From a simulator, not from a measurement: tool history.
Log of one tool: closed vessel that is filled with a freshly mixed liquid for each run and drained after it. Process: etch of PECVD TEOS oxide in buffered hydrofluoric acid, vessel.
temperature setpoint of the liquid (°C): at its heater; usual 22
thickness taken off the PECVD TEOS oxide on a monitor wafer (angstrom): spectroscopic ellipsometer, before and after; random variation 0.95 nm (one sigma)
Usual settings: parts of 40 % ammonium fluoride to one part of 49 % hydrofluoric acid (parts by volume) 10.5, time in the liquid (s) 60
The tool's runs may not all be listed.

run	hour	temperature setpoint of the liquid (°C)	parts of 40 % ammonium fluoride to one part of 49 % hydrofluoric acid (parts by volume)	time in the liquid (s)	read-back film thickness of the PECVD TEOS oxide reference wafer, read on the same gauge (nm)	thickness taken off the PECVD TEOS oxide on a monitor wafer (angstrom)
1	0	22	10.5	60	150.02	1200.4
2	29.4	22	10.5	60	150	1197.1
3	40.7	22	10.5	60	150.01	1210.4
4	55	22	10.5	60	150	1219.5
5	67.2	22	10.5	60	150	1199.1
6	74.2	20.5	13	60	150.01	913.1
7	83.5	22	10.5	85	150	1717.5
8	97.6	22	10.5	85	150	1708.6
9	109.5	22	10.5	85	150.01	1711.1
10	123.1	22	11.5	75	150	1381.6
11	140.7	22	11.5	75	150	1377.5
# hour 151.8: thermometer replaced
12	155.4	24	7.5	35	150.02	1014.4
13	197.9	22	12	60	149.98	1003.1
14	210.5	22	10.5	60	150	1129.9
15	224	24	9.5	60	150.01	1369.4
# hour 235.5: thermometer replaced, repeated, since the last time left the tool worse
16	240.1	24.5	7	60	150	2283.4
17	249.3	22	10.5	60	150.01	1354.6
# hour 255.5: hydrofluoric acid flow meter replaced
18	256.8	25	13	50	149.99	1074.8
19	270.7	17	12	60	150	890.9
20	284.4	22	10.5	60	150	1339.7
21	296.6	24	10.5	60	150	1499.9
22	309.9	22	10.5	60	150	1336.8
# hour 316.7: gauge calibrated
23	322.5	22	10.5	60	150.01	1350.6
24	334.3	22	13	60	150	1081.9

Run 25 comes next. What will it give?
25	347.8	25	12	75	?	?

{"run 25": {"read-back film thickness of the PECVD TEOS oxide reference wafer, read on the same gauge (nm)": 150, "thickness taken off the PECVD TEOS oxide on a monitor wafer (angstrom)": 1739.6}}
Without the tool's hidden state the same run would have given thickness taken off the PECVD TEOS oxide on a monitor wafer (angstrom) 1762.4.
